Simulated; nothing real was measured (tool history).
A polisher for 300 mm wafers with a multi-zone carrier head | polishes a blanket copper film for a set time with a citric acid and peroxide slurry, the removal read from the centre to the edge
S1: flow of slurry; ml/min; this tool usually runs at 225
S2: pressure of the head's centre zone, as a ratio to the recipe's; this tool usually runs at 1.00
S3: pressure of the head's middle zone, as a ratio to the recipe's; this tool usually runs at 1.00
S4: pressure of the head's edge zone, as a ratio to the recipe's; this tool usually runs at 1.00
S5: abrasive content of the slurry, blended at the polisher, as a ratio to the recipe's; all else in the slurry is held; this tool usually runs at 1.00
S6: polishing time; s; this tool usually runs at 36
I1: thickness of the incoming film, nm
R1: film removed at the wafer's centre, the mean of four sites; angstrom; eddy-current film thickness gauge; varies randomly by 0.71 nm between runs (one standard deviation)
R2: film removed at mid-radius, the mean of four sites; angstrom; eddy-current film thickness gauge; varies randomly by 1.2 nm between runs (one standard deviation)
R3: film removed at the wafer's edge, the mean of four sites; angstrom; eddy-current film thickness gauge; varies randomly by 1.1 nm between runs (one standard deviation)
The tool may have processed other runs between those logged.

Run 1, hour 0.0: usual settings but S5 0.85; I1 1124.8. Result: R1 825 angstrom, R2 856 angstrom, R3 840 angstrom.
Run 2, hour 107.1: usual settings but S5 0.85; I1 1131.7. Result: R1 834 angstrom, R2 854 angstrom, R3 841 angstrom.
At hour 138.1: worn pad replaced by a new one.
Run 3, hour 166.6: usual settings but S5 0.85; I1 1128.9. Result: R1 832 angstrom, R2 845 angstrom, R3 843 angstrom.
Run 4, hour 233.5: usual settings but S6 41 s; I1 1136.8. Result: R1 989 angstrom, R2 980 angstrom, R3 978 angstrom.
Run 5, hour 338.7: usual settings but S5 0.95; I1 1141.1. Result: R1 850 angstrom, R2 859 angstrom, R3 860 angstrom.
At hour 439.9: worn pad replaced by a new one.
Run 6, hour 440.4: usual settings but S1 170 ml/min, S6 31 s; I1 1149.0. Result: R1 723 angstrom, R2 732 angstrom, R3 728 angstrom.
Run 7, hour 498.9: usual settings but S3 0.93; I1 1154.1. Result: R1 863 angstrom, R2 803 angstrom, R3 872 angstrom.
Run 8, hour 542.7: usual settings but S3 0.93; I1 1113.6. Result: R1 854 angstrom, R2 826 angstrom, R3 875 angstrom.
At hour 589.5: centre zone pressure recalibrated.
At hour 621.6: carrier head's membrane replaced by a new one.
Run 9, hour 625.8: usual settings; I1 1137.3. Result: R1 859 angstrom, R2 871 angstrom, R3 863 angstrom.
At hour 656.2: edge zone pressure recalibrated.
At hour 682.1: worn pad replaced by a new one.
Run 10, hour 716.8: usual settings but S5 1.20; I1 1148.3. Result: R1 892 angstrom, R2 911 angstrom, R3 894 angstrom.
Run 11, hour 807.3: usual settings but S1 300 ml/min, S2 1.11, S3 1.08, S5 0.80; I1 1129.3. Result: R1 941 angstrom, R2 927 angstrom, R3 851 angstrom.
At hour 810.4: slurry nozzle cleaned.
Run 12, hour 852.9: usual settings; I1 1136.7. Result: R1 861 angstrom, R2 869 angstrom, R3 881 angstrom.
Run 13, hour 928.9: usual settings but S4 1.03, S5 0.80, S6 43 s; I1 1122.7. Result: R1 984 angstrom, R2 976 angstrom, R3 976 angstrom.
At hour 940.1: worn pad replaced by a new one.
Run 14, hour 977.6: usual settings; I1 1127.9. Result: R1 859 angstrom, R2 878 angstrom, R3 854 angstrom.
At hour 1187.1: worn pad replaced by a new one.
Run 15, hour 1189.7: usual settings but S2 1.04, S6 48 s; I1 1118.3. Result: R1 1188 angstrom, R2 1180 angstrom, R3 1151 angstrom.
At hour 1246.6: carrier head's membrane replaced by a new one.
Run 16, hour 1345.9: usual settings but S1 295 ml/min, S3 1.05, S4 0.95; I1 1126.9. Result: R1 874 angstrom, R2 946 angstrom, R3 862 angstrom.

Branching from run 16: 4 alternative next runs. What would each branch give?
Run A, hour 1346.3: usual settings; I1 1116.1. Result: R1 ?, R2 ?, R3 ?.
Run B, hour 1346.3: usual settings but S3 0.92; I1 1116.1. Result: R1 ?, R2 ?, R3 ?.
Run C, hour 1346.3: usual settings but S2 0.90, S4 0.88, S5 1.25, S6 48 s; I1 1116.1. Result: R1 ?, R2 ?, R3 ?.
Run D, hour 1346.3: usual settings but S6 48 s; I1 1116.1. Result: R1 ?, R2 ?, R3 ?.

run    R1    R2    R3
  A   861   866   858
  B   860   808   859
  C  1079  1208  1142
  D  1147  1155  1144
Without the tool's hidden state the same runs would have given:
run    R1    R2    R3
  A   861   866   858
  B   860   808   859
  C  1079  1208  1142
  D  1147  1155  1144
